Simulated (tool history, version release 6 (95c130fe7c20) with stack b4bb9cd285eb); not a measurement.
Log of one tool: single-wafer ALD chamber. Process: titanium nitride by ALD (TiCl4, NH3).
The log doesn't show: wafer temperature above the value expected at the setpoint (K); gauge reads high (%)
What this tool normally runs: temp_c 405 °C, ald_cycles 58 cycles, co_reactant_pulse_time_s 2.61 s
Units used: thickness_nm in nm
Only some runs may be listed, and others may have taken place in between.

run	hour	temp_c	ald_cycles	co_reactant_pulse_time_s	wafers since the last listed run	hours since the last thermocouple change	hours since the showerhead was replaced	hours since the gauge calibration	read-back reference wafer on the same gauge, thickness_nm	thickness_nm
1	0	405	58	2.61	0	1456	3956.8	233.1	1.15	1.23
2	27.3	405	58	2.61	124	1483.3	3984.1	260.4	1.15	1.234
3	57.9	405	58	2.61	139	1513.9	4014.7	291	1.151	1.234
4	84.8	405	58	2.61	122	1540.8	4041.6	317.9	1.153	1.234
5	105.8	405	58	2.61	95	1561.8	4062.6	338.9	1.154	1.238
6	121.8	405	58	2.61	72	1577.8	4078.6	354.9	1.152	1.234
7	199.5	405	55	2.17	354	1655.5	4156.3	432.6	1.155	1.173
# hour 250.6: thermocouple changed; heater temperature recalibrated
8	297.4	405	55	2.17	410	46.8	4254.2	530.5	1.156	1.169
9	320.9	405	55	2.17	107	70.3	4277.7	554	1.157	1.172
10	337.5	405	58	2.61	75	86.9	4294.3	570.6	1.157	1.241
# hour 351.2: gauge calibrated
11	358.5	405	58	2.61	95	107.9	4315.3	7.3	1.127	1.211
12	375.4	401	52	3.14	77	124.8	4332.2	24.2	1.13	1.092
13	392.7	405	68	3.5	78	142.1	4349.5	41.5	1.132	1.433
14	419.1	390	50	2.28	120	168.5	4375.9	67.9	1.135	1.035
15	450.9	414	58	1.94	145	200.3	4407.7	99.7	1.137	1.211
# hour 480.1: showerhead replaced
16	499.9	401	67	2.61	187	249.3	19.8	148.7	1.141	1.416
17	528.3	413	58	3.31	129	277.7	48.2	177.1	1.143	1.238
18	564.1	405	65	3.38	163	313.5	84	212.9	1.145	1.393
19	598.7	405	58	2.61	157	348.1	118.6	247.5	1.146	1.23
20	620.7	401	58	2.61	100	370.1	140.6	269.5	1.147	1.236
21	648.1	413	58	3.31	125	397.5	168	296.9	1.148	1.241
22	669.3	413	47	2.61	96	418.7	189.2	318.1	1.15	1
23	683.3	393	53	2.95	63	432.7	203.2	332.1	1.149	1.126

Below are 4 alternative next runs, each starting from the tool's condition after run 23. Predict each:
A	683.8	405	58	2.61	2	433.2	203.7	332.6	?	?
B	683.8	405	63	3.64	2	433.2	203.7	332.6	?	?
C	683.8	392	67	2.21	2	433.2	203.7	332.6	?	?
D	683.8	395	58	1.67	2	433.2	203.7	332.6	?	?

run	read-back reference wafer on the same gauge, thickness_nm	thickness_nm
A	1.149	1.232
B	1.149	1.349
C	1.149	1.408
D	1.149	1.212
Take away the tool's hidden state, keep each run's random variation, and the runs would have read:
run	thickness_nm
A	1.211
B	1.326
C	1.384
D	1.191
